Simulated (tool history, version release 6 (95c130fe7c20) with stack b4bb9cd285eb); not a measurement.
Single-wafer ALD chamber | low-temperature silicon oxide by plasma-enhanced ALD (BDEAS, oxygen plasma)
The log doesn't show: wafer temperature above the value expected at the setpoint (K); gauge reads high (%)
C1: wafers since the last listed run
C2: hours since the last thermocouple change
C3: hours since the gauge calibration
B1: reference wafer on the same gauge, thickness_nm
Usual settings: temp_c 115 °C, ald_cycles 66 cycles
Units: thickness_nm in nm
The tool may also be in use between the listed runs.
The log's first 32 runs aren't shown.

run 33 hour=882.5 | temp_c=124 ald_cycles=61 | C1=79 C2=256 C3=490.6 | B1=9.549 | thickness_nm=9.26
run 34 hour=897.7 | temp_c=122 ald_cycles=56 | C1=60 C2=271.2 C3=505.8 | B1=9.555 | thickness_nm=8.532
run 35 hour=919.1 | temp_c=115 ald_cycles=66 | C1=85 C2=292.6 C3=527.2 | B1=9.555 | thickness_nm=10.22
run 36 hour=1014.8 | temp_c=108 ald_cycles=61 | C1=381 C2=388.3 C3=622.9 | B1=9.563 | thickness_nm=9.528
run 37 hour=1044.4 | temp_c=108 ald_cycles=61 | C1=118 C2=417.9 C3=652.5 | B1=9.567 | thickness_nm=9.54
run 38 hour=1073.8 | temp_c=119 ald_cycles=78 | C1=117 C2=447.3 C3=681.9 | B1=9.563 | thickness_nm=11.899
run 39 hour=1102.9 | temp_c=126 ald_cycles=57 | C1=116 C2=476.4 C3=711 | B1=9.573 | thickness_nm=8.591
run 40 hour=1140.5 | temp_c=130 ald_cycles=66 | C1=149 C2=514 C3=748.6 | B1=9.575 | thickness_nm=9.872
run 41 hour=1171.5 | temp_c=127 ald_cycles=53 | C1=123 C2=545 C3=779.6 | B1=9.581 | thickness_nm=7.993
run 42 hour=1203.2 | temp_c=105 ald_cycles=56 | C1=126 C2=576.7 C3=811.3 | B1=9.574 | thickness_nm=8.868
run 43 hour=1216.2 | temp_c=107 ald_cycles=58 | C1=51 C2=589.7 C3=824.3 | B1=9.578 | thickness_nm=9.141
run 44 hour=1239.6 | temp_c=121 ald_cycles=61 | C1=93 C2=613.1 C3=847.7 | B1=9.571 | thickness_nm=9.318
run 45 hour=1260.5 | temp_c=105 ald_cycles=66 | C1=83 C2=634 C3=868.6 | B1=9.584 | thickness_nm=10.406
-- hour=1267.3 gauge calibrated
run 46 hour=1304.3 | temp_c=115 ald_cycles=66 | C1=174 C2=677.8 C3=37 | B1=9.432 | thickness_nm=10.046
run 47 hour=1338.9 | temp_c=105 ald_cycles=66 | C1=138 C2=712.4 C3=71.6 | B1=9.445 | thickness_nm=10.295

4 ways to go on from here, each from the tool as it stands after run 47. What would each give?
run A hour=1339.4 | temp_c=115 ald_cycles=66 | C1=1 C2=712.9 C3=72.1 | B1=? | thickness_nm=?
run B hour=1339.4 | temp_c=119 ald_cycles=63 | C1=1 C2=712.9 C3=72.1 | B1=? | thickness_nm=?
run C hour=1339.4 | temp_c=115 ald_cycles=75 | C1=1 C2=712.9 C3=72.1 | B1=? | thickness_nm=?
run D hour=1339.4 | temp_c=122 ald_cycles=58 | C1=1 C2=712.9 C3=72.1 | B1=? | thickness_nm=?

run=A B1=9.441 thickness_nm=10.061
run=B B1=9.441 thickness_nm=9.522
run=C B1=9.441 thickness_nm=11.433
run=D B1=9.441 thickness_nm=8.711
Without the tool's hidden state the same runs would have given:
run=A thickness_nm=10.014
run=B thickness_nm=9.478
run=C thickness_nm=11.38
run=D thickness_nm=8.67

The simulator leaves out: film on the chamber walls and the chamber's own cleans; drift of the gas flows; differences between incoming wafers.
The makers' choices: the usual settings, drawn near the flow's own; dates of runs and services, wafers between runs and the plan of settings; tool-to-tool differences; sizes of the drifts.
